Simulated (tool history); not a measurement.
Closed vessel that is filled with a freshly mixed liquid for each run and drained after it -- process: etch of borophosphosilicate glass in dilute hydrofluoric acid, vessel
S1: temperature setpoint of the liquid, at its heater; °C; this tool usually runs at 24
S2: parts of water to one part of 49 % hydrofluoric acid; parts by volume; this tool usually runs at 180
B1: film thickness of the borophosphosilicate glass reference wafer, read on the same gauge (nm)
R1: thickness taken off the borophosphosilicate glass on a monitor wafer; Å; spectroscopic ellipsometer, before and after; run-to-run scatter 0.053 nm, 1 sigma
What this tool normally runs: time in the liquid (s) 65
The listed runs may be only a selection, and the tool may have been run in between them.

run 1 hour=0 | S1=24 S2=180 time_in_the_liquid_(s)=80 | B1=149.98 | R1=121.3
run 2 hour=20.7 | S1=24 S2=180 time_in_the_liquid_(s)=80 | B1=150.01 | R1=122.2
run 3 hour=53.2 | S1=28 S2=180 time_in_the_liquid_(s)=90 | B1=150.02 | R1=159.6
run 4 hour=67.7 | S1=24 S2=180 time_in_the_liquid_(s)=65 | B1=149.99 | R1=99.1
run 5 hour=89.1 | S1=24 S2=180 time_in_the_liquid_(s)=65 | B1=150.01 | R1=99.7
run 6 hour=111.6 | S1=24 S2=180 time_in_the_liquid_(s)=65 | B1=149.97 | R1=98.5
run 7 hour=139.6 | S1=24 S2=110 time_in_the_liquid_(s)=65 | B1=150.03 | R1=175.3
run 8 hour=171.3 | S1=24 S2=110 time_in_the_liquid_(s)=65 | B1=149.94 | R1=175.1
run 9 hour=199 | S1=28 S2=180 time_in_the_liquid_(s)=65 | B1=150.01 | R1=115.2
run 10 hour=232.3 | S1=28 S2=180 time_in_the_liquid_(s)=65 | B1=149.95 | R1=116.2
run 11 hour=251.6 | S1=28 S2=180 time_in_the_liquid_(s)=65 | B1=149.98 | R1=117.2
-- hour=252.8 thermometer replaced
-- hour=256.7 gauge calibrated
run 12 hour=276.2 | S1=24 S2=180 time_in_the_liquid_(s)=75 | B1=150.01 | R1=124.1
-- hour=292.1 hydrofluoric acid flow meter replaced
run 13 hour=292.6 | S1=24 S2=180 time_in_the_liquid_(s)=35 | B1=149.99 | R1=52.7
run 14 hour=307.7 | S1=24 S2=180 time_in_the_liquid_(s)=35 | B1=149.97 | R1=52.2
run 15 hour=341.1 | S1=24 S2=135 time_in_the_liquid_(s)=65 | B1=149.99 | R1=136.4
run 16 hour=363.8 | S1=24 S2=95 time_in_the_liquid_(s)=45 | B1=149.98 | R1=142.6
run 17 hour=396.6 | S1=20 S2=130 time_in_the_liquid_(s)=65 | B1=150 | R1=123.4
run 18 hour=417.7 | S1=24 S2=120 time_in_the_liquid_(s)=40 | B1=150.02 | R1=97.4
run 19 hour=440.8 | S1=28 S2=155 time_in_the_liquid_(s)=30 | B1=150.01 | R1=63.8
run 20 hour=467 | S1=28 S2=180 time_in_the_liquid_(s)=65 | B1=149.99 | R1=113.9
run 21 hour=488.6 | S1=24 S2=180 time_in_the_liquid_(s)=65 | B1=150.06 | R1=99.8
run 22 hour=505.5 | S1=26.5 S2=265 time_in_the_liquid_(s)=80 | B1=150 | R1=82.1
run 23 hour=539.3 | S1=24 S2=135 time_in_the_liquid_(s)=65 | B1=149.96 | R1=137.9
run 24 hour=567.6 | S1=24 S2=120 time_in_the_liquid_(s)=95 | B1=150 | R1=232.3
run 25 hour=588.6 | S1=27.5 S2=215 time_in_the_liquid_(s)=85 | B1=149.96 | R1=119.1
run 26 hour=617.6 | S1=24 S2=180 time_in_the_liquid_(s)=65 | B1=150 | R1=99.2
run 27 hour=636.4 | S1=24 S2=140 time_in_the_liquid_(s)=65 | B1=149.98 | R1=132.6
run 28 hour=658 | S1=22 S2=230 time_in_the_liquid_(s)=65 | B1=150.01 | R1=69.3
run 29 hour=671.7 | S1=24 S2=180 time_in_the_liquid_(s)=65 | B1=150 | R1=100.3

Hidden state or all else? Some run-to-run changes of R1, split into what the settings, what came in and random variation would give without the hidden state, and what is left for the hidden state (with any gauge scatter that isn't in both results):
What the log doesn't record here: liquid colder than its thermometer reads (K); hydrofluoric acid flow above the setpoint (%); gauge reads high (%).
Run 11 -> 12: S1 28 -> 24, time in the liquid (s) 65 -> 75, thermometer replaced, gauge calibrated. R1 +6.9 Å: hidden state +8.7, all else -1.8.
Run 12 -> 13: time in the liquid (s) 75 -> 35, hydrofluoric acid flow meter replaced. R1 -71.4 Å: hidden state -12, all else -59.4.
Run 23 -> 24: S2 135 -> 120, time in the liquid (s) 65 -> 95. R1 +94.4 Å: hidden state +1.4, all else +93.
Run 24 -> 25: S1 24 -> 27.5, S2 120 -> 215, time in the liquid (s) 95 -> 85. R1 -113.2 Å: hidden state -0.9, all else -112.3.

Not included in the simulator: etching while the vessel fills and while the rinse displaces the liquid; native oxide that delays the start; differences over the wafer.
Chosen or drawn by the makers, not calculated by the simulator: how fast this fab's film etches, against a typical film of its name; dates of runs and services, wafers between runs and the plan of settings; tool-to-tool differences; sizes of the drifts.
